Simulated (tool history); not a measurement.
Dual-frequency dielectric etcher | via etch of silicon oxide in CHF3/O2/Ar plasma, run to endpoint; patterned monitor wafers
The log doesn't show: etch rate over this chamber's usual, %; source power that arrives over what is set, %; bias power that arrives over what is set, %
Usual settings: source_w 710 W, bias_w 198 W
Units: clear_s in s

| run | hour | source_w | bias_w | wafers since the last listed run | hours since the last wet clean | hours since the last source power generator calibration | hours since the last bias power generator calibration | hours since the last upper electrode change | incoming incoming film thickness, nm | clear_s |
|---|---|---|---|---|---|---|---|---|---|---|
| 1 | 0 | 710 | 220 | 0 | 67.2 | 2329.5 | 1506.5 | 4616.8 | 612.3 | 305.3 |
| 2 | 23.6 | 670 | 198 | 78 | 90.8 | 2353.1 | 1530.1 | 4640.4 | 616.6 | 328 |
| 3 | 54.9 | 670 | 198 | 103 | 122.1 | 2384.4 | 1561.4 | 4671.7 | 613 | 327.4 |
| 4 | 75 | 710 | 198 | 66 | 142.2 | 2404.5 | 1581.5 | 4691.8 | 609 | 314.5 |
| 5 | 133.2 | 710 | 198 | 193 | 200.4 | 2462.7 | 1639.7 | 4750 | 610 | 312.6 |
| 6 | 158 | 710 | 198 | 82 | 225.2 | 2487.5 | 1664.5 | 4774.8 | 612.6 | 315.9 |
| 7 | 170.8 | 710 | 198 | 42 | 238 | 2500.3 | 1677.3 | 4787.6 | 605.9 | 311.5 |
| 8 | 244 | 710 | 198 | 242 | 311.2 | 2573.5 | 1750.5 | 4860.8 | 609.8 | 314.9 |
| 9 | 257.2 | 750 | 198 | 43 | 324.4 | 2586.7 | 1763.7 | 4874 | 609.4 | 304.9 |
| 10 | 279.7 | 750 | 198 | 74 | 346.9 | 2609.2 | 1786.2 | 4896.5 | 616.4 | 307.6 |
| 11 | 376.8 | 750 | 198 | 322 | 444 | 2706.3 | 1883.3 | 4993.6 | 613.9 | 308 |
|  | 432.1 | upper electrode replaced |
| 12 | 432.6 | 860 | 229 | 105 | 499.8 | 2762.1 | 1939.1 | 0.5 | 615.7 | 272.9 |
| 13 | 433 | 710 | 198 | 1 | 500.2 | 2762.5 | 1939.5 | 0.9 | 610.5 | 314 |
| 14 | 438.2 | 830 | 221 | 17 | 505.4 | 2767.7 | 1944.7 | 6.1 | 612.8 | 280.1 |
| 15 | 458.2 | 710 | 198 | 66 | 525.4 | 2787.7 | 1964.7 | 26.1 | 609.9 | 312.2 |
|  | 465.3 | source power generator calibrated |
|  | 506 | bias power generator calibrated |
| 16 | 520.7 | 560 | 247 | 180 | 587.9 | 55.4 | 14.7 | 88.6 | 605.4 | 339.7 |
|  | 563.1 | wet clean of the chamber |
| 17 | 563.6 | 710 | 198 | 62 | 0.5 | 98.3 | 57.6 | 131.5 | 608.1 | 312.6 |
| 18 | 579.6 | 830 | 229 | 53 | 16.5 | 114.3 | 73.6 | 147.5 | 613.4 | 279.5 |
| 19 | 614.3 | 770 | 185 | 115 | 51.2 | 149 | 108.3 | 182.2 | 603.4 | 302.3 |
| 20 | 627.3 | 710 | 198 | 43 | 64.2 | 162 | 121.3 | 195.2 | 605.5 | 310.5 |
| 21 | 662.4 | 710 | 226 | 116 | 99.3 | 197.1 | 156.4 | 230.3 | 616.1 | 306.8 |
| 22 | 680.5 | 710 | 247 | 60 | 117.4 | 215.2 | 174.5 | 248.4 | 612 | 298.1 |
| 23 | 742.7 | 820 | 232 | 206 | 179.6 | 277.4 | 236.7 | 310.6 | 613 | 280.2 |
| 24 | 771 | 780 | 175 | 93 | 207.9 | 305.7 | 265 | 338.9 | 609.8 | 308.5 |
| 25 | 788.6 | 710 | 198 | 58 | 225.5 | 323.3 | 282.6 | 356.5 | 614.6 | 317.7 |
| 26 | 801.1 | 710 | 198 | 41 | 238 | 335.8 | 295.1 | 369 | 616 | 318 |
| 27 | 869 | 710 | 232 | 225 | 305.9 | 403.7 | 363 | 436.9 | 612.9 | 302.9 |
| 28 | 885.8 | 710 | 233 | 55 | 322.7 | 420.5 | 379.8 | 453.7 | 608.2 | 298.9 |
| 29 | 906.7 | 600 | 154 | 69 | 343.6 | 441.4 | 400.7 | 474.6 | 608.9 | 371 |
| 30 | 935 | 710 | 198 | 93 | 371.9 | 469.7 | 429 | 502.9 | 611.9 | 315.9 |
| 31 | 959.6 | 870 | 185 | 81 | 396.5 | 494.3 | 453.6 | 527.5 | 605.3 | 284.1 |
| 32 | 977.3 | 630 | 198 | 58 | 414.2 | 512 | 471.3 | 545.2 | 610.3 | 336.5 |
| 33 | 1003.2 | 770 | 242 | 85 | 440.1 | 537.9 | 497.2 | 571.1 | 608.1 | 285.2 |
| 34 | 1022.6 | 600 | 198 | 64 | 459.5 | 557.3 | 516.6 | 590.5 | 615.3 | 351.8 |
| 35 | 1039.4 | 620 | 161 | 55 | 476.3 | 574.1 | 533.4 | 607.3 | 614.1 | 361.1 |

What the log doesn't show, run by run:
etch rate over this chamber's usual, %: 0 in every run
source power that arrives over what is set, %: 0 in every run
bias power that arrives over what is set, %: 0 in every run
